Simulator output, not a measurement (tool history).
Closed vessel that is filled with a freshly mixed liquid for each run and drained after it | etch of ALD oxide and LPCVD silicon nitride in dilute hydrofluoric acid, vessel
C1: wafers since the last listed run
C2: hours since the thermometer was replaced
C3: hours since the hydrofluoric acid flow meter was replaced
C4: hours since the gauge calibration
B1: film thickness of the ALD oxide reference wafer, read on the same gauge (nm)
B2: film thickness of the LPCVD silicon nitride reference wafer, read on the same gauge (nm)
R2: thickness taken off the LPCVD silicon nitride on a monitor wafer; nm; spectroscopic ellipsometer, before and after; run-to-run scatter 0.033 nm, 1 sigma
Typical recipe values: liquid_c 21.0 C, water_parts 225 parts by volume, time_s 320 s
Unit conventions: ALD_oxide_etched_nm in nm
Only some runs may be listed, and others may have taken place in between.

Run 1, day 0.000: usual settings but liquid_c 25.0 C; C1 0; C2 1696.2; C3 1269.9; C4 104.4; B1 70.01; B2 99.996. Result: ALD_oxide_etched_nm 21.90 nm, R2 0.620 nm.
Run 2, day 0.254: usual settings; C1 666; C2 1702.3; C3 1276.0; C4 110.5; B1 69.96; B2 100.004. Result: ALD_oxide_etched_nm 19.10 nm, R2 0.470 nm.
Run 3, day 0.929: usual settings; C1 1770; C2 1718.5; C3 1292.2; C4 126.7; B1 70.00; B2 100.023. Result: ALD_oxide_etched_nm 19.13 nm, R2 0.501 nm.
Run 4, day 1.479: usual settings; C1 1442; C2 1731.7; C3 1305.4; C4 139.9; B1 69.97; B2 99.992. Result: ALD_oxide_etched_nm 18.81 nm, R2 0.523 nm.
Run 5, day 2.938: usual settings; C1 3824; C2 1766.7; C3 1340.4; C4 174.9; B1 70.02; B2 99.972. Result: ALD_oxide_etched_nm 18.89 nm, R2 0.542 nm.
Run 6, day 4.038: usual settings; C1 2884; C2 1793.1; C3 1366.8; C4 201.3; B1 69.99; B2 100.010. Result: ALD_oxide_etched_nm 18.82 nm, R2 0.498 nm.
Run 7, day 4.396: usual settings; C1 939; C2 1801.7; C3 1375.4; C4 209.9; B1 70.04; B2 99.983. Result: ALD_oxide_etched_nm 18.73 nm, R2 0.497 nm.
Run 8, day 4.667: usual settings; C1 710; C2 1808.2; C3 1381.9; C4 216.4; B1 70.01; B2 99.986. Result: ALD_oxide_etched_nm 18.87 nm, R2 0.546 nm.
At day 5.150: gauge calibrated.
Run 9, day 5.167: usual settings; C1 1311; C2 1820.2; C3 1393.9; C4 0.4; B1 70.03; B2 99.998. Result: ALD_oxide_etched_nm 18.80 nm, R2 0.569 nm.
At day 5.242: hydrofluoric acid flow meter replaced.
Run 10, day 5.879: usual settings; C1 1759; C2 1837.3; C3 15.3; C4 17.5; B1 70.06; B2 100.016. Result: ALD_oxide_etched_nm 21.56 nm, R2 0.634 nm.
Run 11, day 6.321: usual settings; C1 1158; C2 1847.9; C3 25.9; C4 28.1; B1 70.01; B2 99.989. Result: ALD_oxide_etched_nm 21.57 nm, R2 0.595 nm.
At day 6.879: thermometer replaced.
Run 12, day 6.900: usual settings but liquid_c 19.0 C, water_parts 165 parts by volume, time_s 235 s; C1 1409; C2 0.5; C3 39.8; C4 42.0; B1 70.02; B2 100.000. Result: ALD_oxide_etched_nm 21.17 nm, R2 0.511 nm.
Run 13, day 7.354: usual settings but time_s 195 s; C1 1191; C2 11.4; C3 50.7; C4 52.9; B1 70.03; B2 99.977. Result: ALD_oxide_etched_nm 13.15 nm, R2 0.371 nm.
Run 14, day 8.079: usual settings but liquid_c 18.0 C, water_parts 190 parts by volume, time_s 405 s; C1 1901; C2 28.8; C3 68.1; C4 70.3; B1 69.99; B2 100.001. Result: ALD_oxide_etched_nm 29.61 nm, R2 0.695 nm.
Run 15, day 8.421: usual settings but liquid_c 18.5 C, time_s 240 s; C1 896; C2 37.0; C3 76.3; C4 78.5; B1 70.06; B2 100.012. Result: ALD_oxide_etched_nm 14.71 nm, R2 0.391 nm.
Run 16, day 8.808: usual settings but liquid_c 24.0 C; C1 1016; C2 46.3; C3 85.6; C4 87.8; B1 70.02; B2 99.997. Result: ALD_oxide_etched_nm 24.05 nm, R2 0.724 nm.
Run 17, day 9.483: usual settings but water_parts 160 parts by volume; C1 1770; C2 62.5; C3 101.8; C4 104.0; B1 69.98; B2 99.990. Result: ALD_oxide_etched_nm 32.35 nm, R2 0.891 nm.

Each row is a separate what-if for the run after 17, all from the same tool condition, not one after another. Results?
Run A, day 9.512: usual settings; C1 76; C2 63.2; C3 102.5; C4 104.7; B1 ?; B2 ?. Result: ALD_oxide_etched_nm ?, R2 ?.
Run B, day 9.512: usual settings but liquid_c 25.0 C, water_parts 315 parts by volume, time_s 470 s; C1 76; C2 63.2; C3 102.5; C4 104.7; B1 ?; B2 ?. Result: ALD_oxide_etched_nm ?, R2 ?.
Run C, day 9.512: usual settings but liquid_c 18.0 C, water_parts 280 parts by volume, time_s 195 s; C1 76; C2 63.2; C3 102.5; C4 104.7; B1 ?; B2 ?. Result: ALD_oxide_etched_nm ?, R2 ?.
Run D, day 9.512: usual settings but liquid_c 17.0 C; C1 76; C2 63.2; C3 102.5; C4 104.7; B1 ?; B2 ?. Result: ALD_oxide_etched_nm ?, R2 ?.
Run E, day 9.512: usual settings but liquid_c 19.5 C, water_parts 185 parts by volume, time_s 200 s; C1 76; C2 63.2; C3 102.5; C4 104.7; B1 ?; B2 ?. Result: ALD_oxide_etched_nm ?, R2 ?.

run     B1       B2  ALD_oxide_etched_nm     R2
  A  70.00  100.011                21.45  0.558
  B  70.00  100.011                23.76  0.755
  C  70.00  100.011                 8.91  0.227
  D  70.00  100.011                18.39  0.429
  E  70.00  100.011                16.01  0.382
Without the tool's hidden state the same runs would have given:
run  ALD_oxide_etched_nm     R2
  A                21.66  0.562
  B                24.01  0.761
  C                 9.00  0.228
  D                18.57  0.432
  E                16.17  0.385
